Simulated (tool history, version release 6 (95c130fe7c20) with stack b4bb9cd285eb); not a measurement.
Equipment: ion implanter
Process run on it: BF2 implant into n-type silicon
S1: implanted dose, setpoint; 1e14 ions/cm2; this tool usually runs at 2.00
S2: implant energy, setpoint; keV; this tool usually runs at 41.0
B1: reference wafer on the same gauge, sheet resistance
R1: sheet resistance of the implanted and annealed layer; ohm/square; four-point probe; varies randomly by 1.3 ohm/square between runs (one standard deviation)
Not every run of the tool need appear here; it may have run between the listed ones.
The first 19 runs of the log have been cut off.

run,hour,S1,S2,B1,R1
20,534.0,1.43,27.0,457.82,715.72
21,547.5,2.00,41.0,457.65,522.10
22,565.9,2.00,41.0,457.70,518.92
23,583.1,1.66,45.0,457.95,597.84
24,608.6,2.00,46.5,458.25,511.46
25,631.9,2.42,45.0,457.78,440.90
26,647.6,2.00,41.0,458.09,519.30
27,679.1,2.52,48.5,458.05,422.90
28,708.8,2.53,35.0,458.21,435.89
# hour 718.5: extraction supply calibrated
29,793.3,2.57,27.0,458.09,438.94
30,826.7,1.64,55.0,457.92,588.18
31,845.3,2.25,36.0,457.94,475.84
32,874.1,2.26,33.0,458.07,478.04
33,906.9,1.74,41.0,458.15,578.41
34,937.1,2.42,47.5,458.14,436.69
35,1005.3,1.57,49.5,458.07,613.75
36,1025.7,2.26,51.5,457.93,454.74
37,1060.7,2.00,30.5,458.03,530.39

Predict each of these 4 candidate next runs independently; none follows another, all start after run 37:
A,1061.1,2.00,41.0,?,?
B,1061.1,2.31,29.0,?,?
C,1061.1,1.84,55.5,?,?
D,1061.1,1.42,35.0,?,?

run,B1,R1
A,458.02,517.00
B,458.02,474.86
C,458.02,533.00
D,458.02,694.18
What these runs would have given with no unlogged condition in the tool:
run,R1
A,520.27
B,477.98
C,536.38
D,698.55
